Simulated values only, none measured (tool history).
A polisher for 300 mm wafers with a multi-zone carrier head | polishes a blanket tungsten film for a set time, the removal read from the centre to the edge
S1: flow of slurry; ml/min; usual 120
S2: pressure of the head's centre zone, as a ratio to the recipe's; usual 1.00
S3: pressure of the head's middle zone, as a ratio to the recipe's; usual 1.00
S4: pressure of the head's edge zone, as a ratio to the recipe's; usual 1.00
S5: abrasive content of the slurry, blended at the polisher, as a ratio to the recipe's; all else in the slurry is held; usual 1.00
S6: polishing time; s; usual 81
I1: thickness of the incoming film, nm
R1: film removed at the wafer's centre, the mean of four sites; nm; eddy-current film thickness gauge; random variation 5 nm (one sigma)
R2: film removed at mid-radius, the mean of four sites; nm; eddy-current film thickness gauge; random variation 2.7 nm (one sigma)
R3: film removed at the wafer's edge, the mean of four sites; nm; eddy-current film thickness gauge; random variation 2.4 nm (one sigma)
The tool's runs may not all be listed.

| run | hour | S1 | S2 | S3 | S4 | S5 | S6 | I1 | R1 | R2 | R3 |
|---|---|---|---|---|---|---|---|---|---|---|---|
| 1 | 0.0 | 120 | 1.00 | 1.00 | 1.00 | 1.00 | 81 | 1122.1 | 331.4 | 343.8 | 351.8 |
| 2 | 71.0 | 120 | 1.00 | 0.91 | 1.00 | 1.00 | 81 | 1133.1 | 315.4 | 310.7 | 346.5 |
|  | 84.5 | worn pad replaced by a new one |
| 3 | 128.7 | 120 | 1.00 | 0.91 | 1.00 | 1.00 | 81 | 1110.3 | 310.0 | 304.2 | 340.6 |
| 4 | 155.2 | 120 | 1.00 | 0.92 | 1.00 | 1.00 | 81 | 1102.4 | 297.3 | 302.9 | 344.8 |
| 5 | 219.6 | 120 | 1.00 | 1.00 | 1.00 | 1.00 | 81 | 1134.4 | 290.7 | 321.9 | 338.1 |
|  | 255.7 | slurry nozzle cleaned |
| 6 | 263.1 | 120 | 1.00 | 1.00 | 1.00 | 1.00 | 105 | 1105.6 | 436.1 | 473.9 | 475.5 |
| 7 | 324.4 | 120 | 1.00 | 1.00 | 1.00 | 1.00 | 81 | 1123.6 | 318.1 | 351.2 | 362.9 |
|  | 336.0 | edge zone pressure recalibrated |
| 8 | 380.0 | 120 | 1.00 | 1.00 | 1.00 | 1.00 | 81 | 1136.5 | 302.2 | 345.3 | 354.8 |
|  | 388.6 | centre zone pressure recalibrated |
|  | 394.8 | worn pad replaced by a new one |
| 9 | 410.3 | 120 | 1.03 | 1.00 | 0.89 | 0.75 | 81 | 1108.9 | 304.8 | 307.0 | 305.3 |
| 10 | 455.1 | 120 | 1.00 | 1.00 | 0.91 | 1.00 | 81 | 1115.8 | 314.5 | 332.6 | 328.2 |
|  | 509.6 | carrier head's membrane replaced by a new one |
| 11 | 518.5 | 160 | 0.94 | 1.00 | 1.10 | 0.85 | 81 | 1128.6 | 305.5 | 334.4 | 357.5 |
| 12 | 584.3 | 120 | 1.00 | 1.05 | 1.00 | 1.00 | 81 | 1139.3 | 296.3 | 338.7 | 341.9 |
|  | 626.6 | slurry nozzle cleaned |
| 13 | 638.8 | 120 | 1.00 | 1.00 | 1.00 | 1.00 | 81 | 1126.9 | 343.1 | 358.0 | 365.4 |
|  | 667.7 | worn pad replaced by a new one |
| 14 | 679.7 | 120 | 1.06 | 1.00 | 0.96 | 1.00 | 81 | 1114.6 | 339.8 | 352.9 | 352.8 |
| 15 | 751.4 | 105 | 1.00 | 1.00 | 1.00 | 1.10 | 81 | 1141.0 | 303.1 | 332.4 | 347.4 |
| 16 | 808.1 | 120 | 1.00 | 1.00 | 1.00 | 1.00 | 81 | 1121.1 | 294.7 | 328.2 | 347.2 |
| 17 | 854.9 | 120 | 0.94 | 1.00 | 1.00 | 1.00 | 81 | 1132.5 | 270.9 | 321.7 | 337.9 |
| 18 | 887.8 | 120 | 1.00 | 0.92 | 1.00 | 1.00 | 81 | 1117.3 | 273.9 | 301.5 | 339.4 |
| 19 | 918.2 | 120 | 1.00 | 1.00 | 1.00 | 1.00 | 81 | 1135.6 | 284.4 | 319.0 | 338.2 |
|  | 953.7 | centre zone pressure recalibrated |
| 20 | 977.0 | 120 | 0.88 | 1.00 | 1.00 | 1.00 | 81 | 1108.3 | 268.1 | 318.5 | 333.5 |
|  | 1006.7 | worn pad replaced by a new one |
| 21 | 1021.7 | 90 | 1.00 | 1.00 | 1.00 | 0.75 | 81 | 1104.3 | 239.9 | 258.3 | 285.7 |
|  | 1046.0 | slurry nozzle cleaned |
| 22 | 1055.8 | 120 | 1.11 | 1.00 | 1.00 | 0.85 | 81 | 1124.5 | 374.0 | 341.2 | 345.5 |

Hidden state or all else? Some run-to-run changes of R1, split into what the settings, what came in and random variation would give without the hidden state, and what is left for the hidden state (with any gauge scatter that isn't in both results):
The hidden state here: removal rate lost through wear of the pad, %; slurry flow missing at the pad, %; deviation of the centre zone's pressure from its setpoint, %; deviation of the edge zone's pressure from its setpoint, %.
Run 5 -> 6: S6 81 -> 105, slurry nozzle cleaned. R1 +145.4 nm: hidden state +37.5, all else +107.9.
Run 19 -> 20: S2 1.00 -> 0.88, centre zone pressure recalibrated. R1 -16.3 nm: hidden state +41.5, all else -57.8.
Run 21 -> 22: S1 90 -> 120, S2 1.00 -> 1.11, S5 0.75 -> 0.85, slurry nozzle cleaned. R1 +134.1 nm: hidden state +51.6, all else +82.5.
